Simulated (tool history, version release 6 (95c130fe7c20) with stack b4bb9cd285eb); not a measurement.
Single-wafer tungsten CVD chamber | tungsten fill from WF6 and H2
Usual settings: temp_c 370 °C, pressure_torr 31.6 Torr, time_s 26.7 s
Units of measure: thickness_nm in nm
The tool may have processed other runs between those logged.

run   hour  temp_c  pressure_torr  time_s  read-back reference wafer on the same gauge, thickness_nm  thickness_nm
  1      0     370           37.4    26.7                                                      32.29        39.762
  2   10.5     370           37.4    26.7                                                     32.288        39.698
  3     19     370           31.6    26.7                                                     32.298        37.359
  4   29.5     370           31.6    26.7                                                     32.305        37.426
  5   41.6     370           31.6    26.7                                                     32.296        37.465
  6   50.6     370           31.6    26.7                                                     32.298        37.259
  7   57.9     370           31.6    26.7                                                     32.308        37.357
  8   70.5     370           31.6    26.7                                                     32.316        37.271
  9   78.8     370           31.6    26.7                                                     32.287        37.366
      97.1  -- thermocouple changed; heater temperature recalibrated
 10   97.6     370           31.6    26.7                                                     32.294         38.58
     113.3  -- capacitance manometer re-zeroed and calibrated
 11  113.8     375           37.6    26.7                                                     32.293        47.323
 12  123.1     370           31.6    26.7                                                      32.31        39.585
 13  134.7     370           31.6    26.7                                                     32.304        39.603
 14  140.9     378           31.6    23.4                                                     32.295        41.973
 15  147.3     360           31.6    26.7                                                     32.286          30.9
 16  161.3     370           31.6    26.7                                                     32.307        39.624
 17  170.8     370           31.6    26.7                                                     32.278        39.629
     185.7  -- showerhead replaced
 18  186.2     382           37.9    26.7                                                     32.324        55.686
     189.5  -- gauge calibrated
 19  192.2     375           37.6    26.7                                                     32.282        47.167
 20  206.8     375           38.8    23.5                                                     32.302        41.904
 21  221.4     370           31.6    26.7                                                     32.295         39.49
 22  230.2     356           25.5    26.7                                                     32.297        26.011
 23  242.4     376           31.6    26.7                                                     32.304        45.405
 24    257     370           31.6    22.2                                                     32.301        32.679
 25  270.1     370             27    26.7                                                     32.283        37.463
 26  285.8     370           31.6    26.7                                                     32.316        39.432
 27  300.6     370           31.6    29.5                                                     32.307        43.324

Some steps in thickness_nm between neighbouring runs. How much of each would the tool show without its hidden state too (settings, what came in, random variation), and how much is left for the hidden state, with any gauge scatter that isn't in both results?
Unlogged tool condition in this case: wafer temperature above the value expected at the setpoint (K); true pressure above the setpoint (%); gauge reads high (%).
Run 9 -> 10: thermocouple changed; heater temperature recalibrated. thickness_nm +1.214 nm: hidden state +1.289, all else -0.075.
Run 10 -> 11: temp_c 370 -> 375, pressure_torr 31.6 -> 37.6, capacitance manometer re-zeroed and calibrated. thickness_nm +8.743 nm: hidden state +1.002, all else +7.741.
Run 17 -> 18: temp_c 370 -> 382, pressure_torr 31.6 -> 37.9, showerhead replaced. thickness_nm +16.057 nm: hidden state -0.149, all else +16.206.
Run 22 -> 23: temp_c 356 -> 376, pressure_torr 25.5 -> 31.6. thickness_nm +19.394 nm: hidden state -0.212, all else +19.606.
